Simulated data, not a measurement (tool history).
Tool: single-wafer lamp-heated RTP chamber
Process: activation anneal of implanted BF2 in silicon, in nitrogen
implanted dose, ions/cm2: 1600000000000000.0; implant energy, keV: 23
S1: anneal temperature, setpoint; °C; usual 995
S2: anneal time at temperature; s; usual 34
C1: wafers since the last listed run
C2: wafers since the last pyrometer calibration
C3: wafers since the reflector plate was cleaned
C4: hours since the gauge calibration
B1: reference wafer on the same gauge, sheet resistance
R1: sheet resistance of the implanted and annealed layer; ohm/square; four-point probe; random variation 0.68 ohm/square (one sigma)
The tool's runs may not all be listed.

Run 1, hour 0: usual settings but S2 21 s; C1 0; C2 10; C3 6456; C4 840.9; B1 183.12. Result: R1 176.57 ohm/square.
Run 2, hour 101.6: usual settings but S2 21 s; C1 1101; C2 1112; C3 7557; C4 942.5; B1 183.48. Result: R1 175.55 ohm/square.
Run 3, hour 173.4: usual settings; C1 778; C2 1891; C3 8336; C4 1014.3; B1 183.11. Result: R1 162.57 ohm/square.
Run 4, hour 271.7: usual settings; C1 1066; C2 2957; C3 9402; C4 1112.6; B1 183.55. Result: R1 162.67 ohm/square.
Run 5, hour 317.7: usual settings; C1 498; C2 3456; C3 9901; C4 1158.6; B1 183.33. Result: R1 163.68 ohm/square.
Run 6, hour 356.2: usual settings; C1 417; C2 3873; C3 10318; C4 1197.1; B1 183.7. Result: R1 163.56 ohm/square.
At hour 383.1: pyrometer window cleaned and pyrometer calibrated.
Run 7, hour 433.9: usual settings; C1 755; C2 550; C3 11074; C4 1274.8; B1 183.71. Result: R1 163.81 ohm/square.
Run 8, hour 539.4: usual settings but S1 980 °C; C1 1144; C2 1694; C3 12218; C4 1380.3; B1 183.72. Result: R1 185.16 ohm/square.
Run 9, hour 578.7: usual settings but S1 980 °C; C1 426; C2 2120; C3 12645; C4 1419.6; B1 184.11. Result: R1 187.22 ohm/square.
Run 10, hour 678.2: usual settings but S1 980 °C; C1 1079; C2 3199; C3 13724; C4 1519.1; B1 184.06. Result: R1 185.58 ohm/square.
At hour 704.8: reflector plate cleaned.
Run 11, hour 718.5: usual settings; C1 350; C2 3550; C3 148; C4 1559.4; B1 184.38. Result: R1 163.46 ohm/square.
Run 12, hour 756.5: usual settings but S2 20 s; C1 412; C2 3962; C3 560; C4 1597.4; B1 183.84. Result: R1 178.76 ohm/square.
At hour 802.9: pyrometer window cleaned and pyrometer calibrated.
Run 13, hour 807.9: usual settings but S1 1004 °C; C1 470; C2 54; C3 1030; C4 1648.8; B1 184.17. Result: R1 151.67 ohm/square.
Run 14, hour 912.4: usual settings but S1 1006 °C; C1 1133; C2 1187; C3 2164; C4 1753.3; B1 184.6. Result: R1 149.13 ohm/square.
Run 15, hour 958.8: usual settings; C1 503; C2 1690; C3 2667; C4 1799.7; B1 184.63. Result: R1 163.73 ohm/square.
Run 16, hour 995.4: usual settings but S2 49 s; C1 396; C2 2087; C3 3064; C4 1836.3; B1 184.92. Result: R1 153.67 ohm/square.
Run 17, hour 1076.8: usual settings; C1 882; C2 2970; C3 3946; C4 1917.7; B1 185.09. Result: R1 164.2 ohm/square.
Run 18, hour 1156.1: usual settings; C1 859; C2 3830; C3 4806; C4 1997; B1 185.06. Result: R1 165.06 ohm/square.
At hour 1229.1: pyrometer window cleaned and pyrometer calibrated.
Run 19, hour 1255.8: usual settings but S1 1005 °C, S2 42 s; C1 994; C2 289; C3 5801; C4 2096.7; B1 185.01. Result: R1 145.59 ohm/square.
Run 20, hour 1308.6: usual settings but S1 1011 °C, S2 15 s; C1 572; C2 862; C3 6373; C4 2149.5; B1 185.07. Result: R1 166.91 ohm/square.
At hour 1316.8: gauge calibrated.
Run 21, hour 1354.5: usual settings but S1 1021 °C, S2 48 s; C1 497; C2 1360; C3 6871; C4 37.7; B1 181.82. Result: R1 123.19 ohm/square.
Run 22, hour 1406.9: usual settings but S1 1003 °C; C1 568; C2 1928; C3 7440; C4 90.1; B1 181.77. Result: R1 150.81 ohm/square.
Run 23, hour 1450.7: usual settings but S1 1011 °C; C1 474; C2 2403; C3 7915; C4 133.9; B1 181.93. Result: R1 141.6 ohm/square.
At hour 1593.8: pyrometer window cleaned and pyrometer calibrated.
Run 24, hour 1687.3: usual settings but S1 977 °C, S2 18 s; C1 2479; C2 1013; C3 10394; C4 370.5; B1 182.58. Result: R1 206.96 ohm/square.
Run 25, hour 1746.4: usual settings but S1 973 °C, S2 42 s; C1 640; C2 1654; C3 11035; C4 429.6; B1 182.32. Result: R1 191.29 ohm/square.
Run 26, hour 1817.7: usual settings but S1 977 °C, S2 18 s; C1 773; C2 2427; C3 11808; C4 500.9; B1 182.27. Result: R1 205.46 ohm/square.
Run 27, hour 1871.4: usual settings but S1 971 °C, S2 14 s; C1 582; C2 3009; C3 12390; C4 554.6; B1 182.98. Result: R1 221.13 ohm/square.

Forecast each of these 3 alternatives for the next run:
Run A, hour 1871.8: usual settings but S1 1008 °C; C1 4; C2 3014; C3 12394; C4 555; B1 ?. Result: R1 ?.
Run B, hour 1871.8: usual settings but S2 27 s; C1 4; C2 3014; C3 12394; C4 555; B1 ?. Result: R1 ?.
Run C, hour 1871.8: usual settings but S1 1023 °C; C1 4; C2 3014; C3 12394; C4 555; B1 ?. Result: R1 ?.

run      B1      R1
  A  182.32  146.11
  B  182.32  169.55
  C  182.32   130.4
Without the tool's hidden state the same runs would have given:
run      R1
  A  145.57
  B  168.92
  C  129.91

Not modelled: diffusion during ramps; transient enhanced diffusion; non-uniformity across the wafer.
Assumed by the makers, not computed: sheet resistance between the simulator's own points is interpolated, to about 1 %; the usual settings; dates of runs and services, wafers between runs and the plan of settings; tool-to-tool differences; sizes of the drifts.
